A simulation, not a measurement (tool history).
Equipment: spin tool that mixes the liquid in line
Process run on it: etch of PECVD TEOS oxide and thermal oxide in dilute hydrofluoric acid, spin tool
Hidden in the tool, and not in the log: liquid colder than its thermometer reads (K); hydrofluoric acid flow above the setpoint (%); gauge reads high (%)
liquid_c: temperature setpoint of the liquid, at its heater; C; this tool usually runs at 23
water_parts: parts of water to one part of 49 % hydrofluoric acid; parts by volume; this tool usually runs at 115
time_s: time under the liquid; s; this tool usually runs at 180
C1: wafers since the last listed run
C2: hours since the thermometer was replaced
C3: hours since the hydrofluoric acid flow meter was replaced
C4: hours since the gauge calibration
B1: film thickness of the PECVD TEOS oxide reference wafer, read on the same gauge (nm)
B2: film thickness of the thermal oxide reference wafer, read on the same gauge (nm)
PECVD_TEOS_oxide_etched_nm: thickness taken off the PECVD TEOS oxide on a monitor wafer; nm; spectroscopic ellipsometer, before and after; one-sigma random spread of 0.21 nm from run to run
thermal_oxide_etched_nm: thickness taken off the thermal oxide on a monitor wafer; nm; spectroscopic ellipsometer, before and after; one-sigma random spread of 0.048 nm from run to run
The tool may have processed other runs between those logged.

run 1 hour=0 | liquid_c=26 water_parts=115 time_s=180 | C1=0 C2=2211.5 C3=1200.7 C4=136 | B1=129.98 B2=60.01 | PECVD_TEOS_oxide_etched_nm=48.54 thermal_oxide_etched_nm=8.14
run 2 hour=21.3 | liquid_c=26 water_parts=115 time_s=180 | C1=144 C2=2232.8 C3=1222 C4=157.3 | B1=129.99 B2=60.02 | PECVD_TEOS_oxide_etched_nm=48.74 thermal_oxide_etched_nm=8.12
run 3 hour=53.8 | liquid_c=23 water_parts=115 time_s=180 | C1=220 C2=2265.3 C3=1254.5 C4=189.8 | B1=129.98 B2=60.01 | PECVD_TEOS_oxide_etched_nm=43.26 thermal_oxide_etched_nm=7.33
run 4 hour=66 | liquid_c=23 water_parts=115 time_s=180 | C1=82 C2=2277.5 C3=1266.7 C4=202 | B1=130.02 B2=59.98 | PECVD_TEOS_oxide_etched_nm=43.71 thermal_oxide_etched_nm=7.18
run 5 hour=91.7 | liquid_c=22 water_parts=115 time_s=215 | C1=174 C2=2303.2 C3=1292.4 C4=227.7 | B1=129.99 B2=59.97 | PECVD_TEOS_oxide_etched_nm=49.91 thermal_oxide_etched_nm=8.31
run 6 hour=110.9 | liquid_c=23 water_parts=115 time_s=180 | C1=130 C2=2322.4 C3=1311.6 C4=246.9 | B1=130.02 B2=59.94 | PECVD_TEOS_oxide_etched_nm=43.64 thermal_oxide_etched_nm=7.19
run 7 hour=131.7 | liquid_c=23 water_parts=115 time_s=180 | C1=141 C2=2343.2 C3=1332.4 C4=267.7 | B1=130.02 B2=60.02 | PECVD_TEOS_oxide_etched_nm=43.79 thermal_oxide_etched_nm=7.19
run 8 hour=166.5 | liquid_c=23 water_parts=160 time_s=180 | C1=236 C2=2378 C3=1367.2 C4=302.5 | B1=130.03 B2=60.01 | PECVD_TEOS_oxide_etched_nm=29.93 thermal_oxide_etched_nm=4.95
run 9 hour=178.6 | liquid_c=23 water_parts=160 time_s=180 | C1=82 C2=2390.1 C3=1379.3 C4=314.6 | B1=130.01 B2=60.01 | PECVD_TEOS_oxide_etched_nm=29.68 thermal_oxide_etched_nm=4.98
run 10 hour=193.5 | liquid_c=23 water_parts=115 time_s=180 | C1=101 C2=2405 C3=1394.2 C4=329.5 | B1=130.01 B2=59.99 | PECVD_TEOS_oxide_etched_nm=43.78 thermal_oxide_etched_nm=7.19
run 11 hour=211 | liquid_c=23 water_parts=115 time_s=180 | C1=118 C2=2422.5 C3=1411.7 C4=347 | B1=130.01 B2=59.96 | PECVD_TEOS_oxide_etched_nm=43.49 thermal_oxide_etched_nm=7.35
-- hour=229.1 gauge calibrated
run 12 hour=233.1 | liquid_c=19 water_parts=115 time_s=220 | C1=150 C2=2444.6 C3=1433.8 C4=4 | B1=130.01 B2=60.01 | PECVD_TEOS_oxide_etched_nm=45.77 thermal_oxide_etched_nm=7.49
run 13 hour=263.9 | liquid_c=23 water_parts=115 time_s=180 | C1=209 C2=2475.4 C3=1464.6 C4=34.8 | B1=129.99 B2=60 | PECVD_TEOS_oxide_etched_nm=43.73 thermal_oxide_etched_nm=7.31
-- hour=290.8 thermometer replaced
run 14 hour=299.8 | liquid_c=25 water_parts=115 time_s=180 | C1=237 C2=9 C3=1500.5 C4=70.7 | B1=130.02 B2=59.98 | PECVD_TEOS_oxide_etched_nm=47.38 thermal_oxide_etched_nm=7.93
-- hour=300.9 hydrofluoric acid flow meter replaced
run 15 hour=312.6 | liquid_c=23 water_parts=115 time_s=180 | C1=80 C2=21.8 C3=11.7 C4=83.5 | B1=130.02 B2=60.02 | PECVD_TEOS_oxide_etched_nm=40.55 thermal_oxide_etched_nm=6.79
run 16 hour=331.4 | liquid_c=18.5 water_parts=150 time_s=145 | C1=127 C2=40.6 C3=30.5 C4=102.3 | B1=130 B2=60.05 | PECVD_TEOS_oxide_etched_nm=20.3 thermal_oxide_etched_nm=3.34
run 17 hour=343.9 | liquid_c=28 water_parts=70 time_s=70 | C1=84 C2=53.1 C3=43 C4=114.8 | B1=130.02 B2=60.05 | PECVD_TEOS_oxide_etched_nm=33.75 thermal_oxide_etched_nm=5.57
run 18 hour=362.6 | liquid_c=18.5 water_parts=115 time_s=285 | C1=127 C2=71.8 C3=61.7 C4=133.5 | B1=129.98 B2=59.99 | PECVD_TEOS_oxide_etched_nm=53.65 thermal_oxide_etched_nm=8.9
run 19 hour=378.6 | liquid_c=25 water_parts=70 time_s=180 | C1=108 C2=87.8 C3=77.7 C4=149.5 | B1=130 B2=60.03 | PECVD_TEOS_oxide_etched_nm=76.88 thermal_oxide_etched_nm=12.72
run 20 hour=407.4 | liquid_c=23 water_parts=115 time_s=180 | C1=195 C2=116.6 C3=106.5 C4=178.3 | B1=130.03 B2=60 | PECVD_TEOS_oxide_etched_nm=41.03 thermal_oxide_etched_nm=6.79
run 21 hour=438.4 | liquid_c=26 water_parts=115 time_s=75 | C1=210 C2=147.6 C3=137.5 C4=209.3 | B1=130.02 B2=59.97 | PECVD_TEOS_oxide_etched_nm=19.02 thermal_oxide_etched_nm=3.14
run 22 hour=451.8 | liquid_c=23 water_parts=115 time_s=180 | C1=91 C2=161 C3=150.9 C4=222.7 | B1=130.02 B2=60.01 | PECVD_TEOS_oxide_etched_nm=41.22 thermal_oxide_etched_nm=6.91
run 23 hour=485.3 | liquid_c=25.5 water_parts=70 time_s=260 | C1=227 C2=194.5 C3=184.4 C4=256.2 | B1=129.96 B2=60.01 | PECVD_TEOS_oxide_etched_nm=114.41 thermal_oxide_etched_nm=18.81

Each row is a separate what-if for the run after 23, all from the same tool condition, not one after another. Results?
run A hour=485.8 | liquid_c=23 water_parts=115 time_s=180 | C1=3 C2=195 C3=184.9 C4=256.7 | B1=? B2=? | PECVD_TEOS_oxide_etched_nm=? thermal_oxide_etched_nm=?
run B hour=485.8 | liquid_c=20.5 water_parts=115 time_s=180 | C1=3 C2=195 C3=184.9 C4=256.7 | B1=? B2=? | PECVD_TEOS_oxide_etched_nm=? thermal_oxide_etched_nm=?
run C hour=485.8 | liquid_c=18.5 water_parts=65 time_s=145 | C1=3 C2=195 C3=184.9 C4=256.7 | B1=? B2=? | PECVD_TEOS_oxide_etched_nm=? thermal_oxide_etched_nm=?

run=A B1=130.01 B2=59.99 PECVD_TEOS_oxide_etched_nm=41.31 thermal_oxide_etched_nm=6.91
run=B B1=130.01 B2=59.99 PECVD_TEOS_oxide_etched_nm=37.37 thermal_oxide_etched_nm=6.25
run=C B1=130.01 B2=59.99 PECVD_TEOS_oxide_etched_nm=51.81 thermal_oxide_etched_nm=8.66
Take away the tool's hidden state, keep each run's random variation, and the runs would have read:
run=A PECVD_TEOS_oxide_etched_nm=40.74 thermal_oxide_etched_nm=6.81
run=B PECVD_TEOS_oxide_etched_nm=36.86 thermal_oxide_etched_nm=6.16
run=C PECVD_TEOS_oxide_etched_nm=51.13 thermal_oxide_etched_nm=8.55
